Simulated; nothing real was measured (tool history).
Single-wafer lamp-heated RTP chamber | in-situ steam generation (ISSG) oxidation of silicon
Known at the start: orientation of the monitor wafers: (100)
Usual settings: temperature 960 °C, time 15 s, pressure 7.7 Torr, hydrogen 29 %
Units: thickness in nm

run	hour	temperature	time	pressure	hydrogen	read-back reference wafer on the same gauge, thickness	thickness
1	0.0	960	19	7.7	29	5.090	4.806
# hour 43.4: pressure gauge zeroed
# hour 43.7: pyrometer window cleaned and pyrometer calibrated
2	78.9	960	19	7.7	29	5.074	4.796
3	109.7	960	19	7.7	29	5.077	4.800
4	179.2	960	15	7.7	29	5.066	4.398
5	223.0	960	15	7.7	29	5.060	4.393
6	260.2	960	15	7.7	29	5.064	4.378
7	313.2	960	15	7.7	29	5.058	4.384
8	339.1	967	15	7.7	29	5.052	4.451
9	454.0	968	15	7.7	29	5.049	4.504
10	499.9	960	15	7.7	32	5.037	4.484
# hour 550.3: pyrometer window cleaned and pyrometer calibrated
11	554.8	947	17	7.7	23	5.041	4.173
12	586.8	966	9	7.7	24	5.038	3.475
13	647.3	960	15	7.7	29	5.037	4.331
14	711.7	966	18	8.6	22	5.034	4.447
15	755.0	960	15	8.7	29	5.026	4.314
16	824.0	970	15	7.1	29	5.028	4.474
17	895.5	960	15	7.7	29	5.023	4.330
18	936.9	960	15	7.7	21	5.017	3.981
19	971.7	960	20	7.7	22	5.018	4.535
20	1031.6	960	20	7.7	32	5.021	4.991
21	1079.2	970	17	7.7	29	5.012	4.685
22	1132.1	952	13	7.7	29	5.018	4.014
# hour 1177.5: pyrometer window cleaned and pyrometer calibrated
23	1195.2	960	15	8.7	32	5.010	4.408
24	1232.6	960	15	8.3	21	5.013	4.013
25	1271.9	960	15	7.7	29	5.006	4.361
26	1311.6	960	15	7.7	32	5.008	4.442

Run 27 comes next. What will it give?
27	1367.5	960	15	7.7	29	?	?

{"run 27": {"read-back reference wafer on the same gauge, thickness": 5.004, "thickness": 4.315}}
Without the tool's hidden state the same run would have given thickness 4.421 nm.
